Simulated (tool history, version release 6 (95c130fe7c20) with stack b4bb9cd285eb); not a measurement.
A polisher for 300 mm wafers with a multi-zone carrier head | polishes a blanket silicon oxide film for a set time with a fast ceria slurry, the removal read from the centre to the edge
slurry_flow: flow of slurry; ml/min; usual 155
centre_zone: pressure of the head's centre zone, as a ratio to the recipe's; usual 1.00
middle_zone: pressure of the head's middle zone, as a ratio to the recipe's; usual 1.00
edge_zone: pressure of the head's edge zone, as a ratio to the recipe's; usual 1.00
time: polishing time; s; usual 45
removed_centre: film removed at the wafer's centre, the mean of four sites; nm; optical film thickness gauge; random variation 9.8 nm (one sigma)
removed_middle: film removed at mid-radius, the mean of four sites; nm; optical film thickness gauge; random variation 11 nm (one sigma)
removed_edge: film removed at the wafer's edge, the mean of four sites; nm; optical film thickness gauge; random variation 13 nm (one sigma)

run,hour,slurry_flow,centre_zone,middle_zone,edge_zone,time,wafers since the last listed run,wafers polished on this pad,hours since the slurry nozzle was cleaned,hours since the centre zone pressure was calibrated,hours since the edge zone pressure was calibrated,hours since the carrier head's membrane was replaced,"incoming thickness of the incoming film, nm",removed_centre,removed_middle,removed_edge
1,0.0,155,1.00,0.92,1.00,45,0,867,665.8,470.1,892.5,1665.9,3463.1,820.5,740.0,816.0
# hour 11.4: worn pad replaced by a new one
2,11.9,155,1.00,0.92,1.00,45,61,3,677.7,482.0,904.4,1677.8,3442.2,917.3,818.3,910.9
3,25.9,155,1.00,1.00,1.00,45,108,112,691.7,496.0,918.4,1691.8,3467.4,900.1,887.6,859.2
4,65.0,155,1.00,1.00,1.00,45,303,415,730.8,535.1,957.5,1730.9,3466.3,854.7,838.4,867.5
5,92.9,155,1.00,1.00,1.00,45,216,632,758.7,563.0,985.4,1758.8,3420.6,841.3,818.2,831.2
6,103.1,155,1.00,1.00,1.00,45,79,711,768.9,573.2,995.6,1769.0,3456.5,835.0,820.7,847.2
# hour 119.5: edge zone pressure recalibrated
7,120.0,155,1.00,1.00,1.00,45,115,826,785.8,590.1,0.5,1785.9,3420.7,826.1,814.7,820.6
8,129.9,155,1.00,1.00,1.00,45,76,903,795.7,600.0,10.4,1795.8,3426.5,828.6,812.9,817.9
# hour 137.8: slurry nozzle cleaned
9,146.7,155,1.00,1.00,1.00,37,122,1025,8.9,616.8,27.2,1812.6,3459.5,676.6,664.8,674.1
10,157.8,155,1.00,1.00,1.00,37,86,1112,20.0,627.9,38.3,1823.7,3424.3,669.1,651.0,672.4
# hour 166.6: worn pad replaced by a new one
11,168.2,155,0.94,1.05,1.04,54,49,12,30.4,638.3,48.7,1834.1,3475.1,1010.9,1095.8,1059.1
# hour 178.2: carrier head's membrane replaced by a new one
12,184.7,155,1.00,1.00,1.00,45,89,101,46.9,654.8,65.2,6.5,3461.7,889.1,867.4,845.7
# hour 186.7: centre zone pressure recalibrated
13,195.2,125,0.95,1.00,1.00,45,65,167,57.4,8.5,75.7,17.0,3451.2,796.9,804.3,818.3
14,207.3,155,0.90,1.00,1.00,45,93,261,69.5,20.6,87.8,29.1,3426.1,765.2,827.3,829.9
15,224.5,190,1.00,1.00,1.00,45,133,395,86.7,37.8,105.0,46.3,3454.9,877.4,842.1,838.6
16,240.6,180,1.00,1.00,1.00,45,124,519,102.8,53.9,121.1,62.4,3439.9,864.4,828.8,819.4
17,249.4,120,1.08,1.06,1.04,45,68,588,111.6,62.7,129.9,71.2,3447.4,856.7,801.0,812.0
18,263.3,155,1.00,0.89,1.04,45,107,695,125.5,76.6,143.8,85.1,3422.9,811.1,725.7,814.6
19,276.1,155,1.00,1.00,1.00,35,99,795,138.3,89.4,156.6,97.9,3402.2,637.8,627.1,642.3
20,298.0,155,1.00,1.00,1.00,45,169,965,160.2,111.3,178.5,119.8,3404.6,818.4,796.0,802.0
21,306.7,210,0.95,1.00,1.00,38,67,1032,168.9,120.0,187.2,128.5,3443.1,698.2,720.5,701.8
# hour 321.4: worn pad replaced by a new one
22,321.9,155,1.00,0.93,1.00,45,86,3,184.1,135.2,202.4,143.7,3406.1,912.6,835.8,892.2
23,337.4,155,1.00,0.97,1.11,45,120,123,199.6,150.7,217.9,159.2,3476.7,880.1,833.2,917.3

3 ways to go on from here, each from the tool as it stands after run 23. What would each give?
A,337.8,155,1.00,1.00,1.00,45,3,126,200.0,151.1,218.3,159.6,3426.4,?,?,?
B,337.8,135,1.07,1.03,1.00,55,3,126,200.0,151.1,218.3,159.6,3426.4,?,?,?
C,337.8,155,1.10,1.06,0.91,51,3,126,200.0,151.1,218.3,159.6,3426.4,?,?,?

run,removed_centre,removed_middle,removed_edge
A,900.8,849.6,851.4
B,1145.9,1038.0,1021.7
C,1124.2,1011.2,924.8
Without the tool's hidden state the same runs would have given:
run,removed_centre,removed_middle,removed_edge
A,936.9,883.6,885.5
B,1191.8,1079.5,1062.7
C,1169.3,1051.7,961.8
